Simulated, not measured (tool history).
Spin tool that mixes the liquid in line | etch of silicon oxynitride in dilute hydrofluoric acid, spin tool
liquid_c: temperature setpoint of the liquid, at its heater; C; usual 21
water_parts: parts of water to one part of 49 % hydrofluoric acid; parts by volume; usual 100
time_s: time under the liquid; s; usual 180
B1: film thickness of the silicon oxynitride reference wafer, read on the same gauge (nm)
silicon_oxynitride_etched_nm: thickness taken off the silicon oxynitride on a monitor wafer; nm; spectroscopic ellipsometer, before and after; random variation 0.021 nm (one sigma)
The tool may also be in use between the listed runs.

Run 1, hour 0: usual settings but liquid_c 23 C, time_s 205 s; B1 130.006. Result: silicon_oxynitride_etched_nm 3.918 nm.
Run 2, hour 10.8: usual settings but liquid_c 23 C, time_s 205 s; B1 129.984. Result: silicon_oxynitride_etched_nm 3.947 nm.
Run 3, hour 27.4: usual settings; B1 129.985. Result: silicon_oxynitride_etched_nm 3.165 nm.
Run 4, hour 37: usual settings; B1 129.984. Result: silicon_oxynitride_etched_nm 3.149 nm.
Run 5, hour 47.6: usual settings but liquid_c 19.5 C; B1 129.991. Result: silicon_oxynitride_etched_nm 2.887 nm.
Run 6, hour 59.5: usual settings but liquid_c 19.5 C; B1 129.965. Result: silicon_oxynitride_etched_nm 2.888 nm.
Run 7, hour 71.9: usual settings but liquid_c 19.5 C; B1 129.983. Result: silicon_oxynitride_etched_nm 2.882 nm.
Run 8, hour 84.5: usual settings; B1 130.005. Result: silicon_oxynitride_etched_nm 3.119 nm.
Run 9, hour 92.2: usual settings; B1 130.013. Result: silicon_oxynitride_etched_nm 3.166 nm.
Run 10, hour 107.4: usual settings; B1 129.995. Result: silicon_oxynitride_etched_nm 3.1 nm.
Run 11, hour 137.8: usual settings but liquid_c 18 C, time_s 260 s; B1 130.012. Result: silicon_oxynitride_etched_nm 3.856 nm.
Run 12, hour 144.6: usual settings but liquid_c 18 C, time_s 260 s; B1 129.999. Result: silicon_oxynitride_etched_nm 3.878 nm.
Run 13, hour 156.5: usual settings but liquid_c 23.5 C, time_s 215 s; B1 129.976. Result: silicon_oxynitride_etched_nm 4.145 nm.
At hour 163.8: thermometer replaced.
Run 14, hour 166.2: usual settings but liquid_c 23.5 C, water_parts 140 parts by volume, time_s 110 s; B1 129.982. Result: silicon_oxynitride_etched_nm 1.485 nm.
Run 15, hour 181.8: usual settings but liquid_c 17.5 C, time_s 80 s; B1 129.993. Result: silicon_oxynitride_etched_nm 1.168 nm.
At hour 186.8: gauge calibrated.
Run 16, hour 194.5: usual settings; B1 130.008. Result: silicon_oxynitride_etched_nm 3.104 nm.
Run 17, hour 202.4: usual settings but liquid_c 22.5 C, water_parts 120 parts by volume; B1 129.99. Result: silicon_oxynitride_etched_nm 2.722 nm.
Run 18, hour 215.4: usual settings; B1 129.999. Result: silicon_oxynitride_etched_nm 3.096 nm.
Run 19, hour 224.2: usual settings but liquid_c 19 C, water_parts 135 parts by volume, time_s 220 s; B1 129.985. Result: silicon_oxynitride_etched_nm 2.486 nm.
Run 20, hour 239.6: usual settings; B1 129.998. Result: silicon_oxynitride_etched_nm 3.082 nm.
Run 21, hour 256.2: usual settings; B1 130.005. Result: silicon_oxynitride_etched_nm 3.059 nm.
Run 22, hour 268.4: usual settings but liquid_c 25.5 C, water_parts 65 parts by volume, time_s 115 s; B1 129.995. Result: silicon_oxynitride_etched_nm 3.915 nm.
Run 23, hour 279.8: usual settings but liquid_c 23 C, time_s 130 s; B1 130.001. Result: silicon_oxynitride_etched_nm 2.472 nm.
At hour 291.3: hydrofluoric acid flow meter replaced.
Run 24, hour 292.8: usual settings but liquid_c 26 C; B1 130.005. Result: silicon_oxynitride_etched_nm 4.43 nm.
Run 25, hour 306.9: usual settings but time_s 100 s; B1 130.013. Result: silicon_oxynitride_etched_nm 1.932 nm.
Run 26, hour 316.4: usual settings but water_parts 55 parts by volume; B1 130.017. Result: silicon_oxynitride_etched_nm 6.469 nm.
Run 27, hour 332.8: usual settings but liquid_c 23.5 C; B1 129.984. Result: silicon_oxynitride_etched_nm 3.909 nm.

Run 28 comes next. What will it give?
Run 28, hour 348.1: usual settings but liquid_c 22.5 C, water_parts 135 parts by volume, time_s 85 s; B1 ?. Result: silicon_oxynitride_etched_nm ?.

{"run 28": {"B1": 130.011, "silicon_oxynitride_etched_nm": 1.27}}
Without the tool's hidden state the same run would have given silicon_oxynitride_etched_nm 1.277 nm.
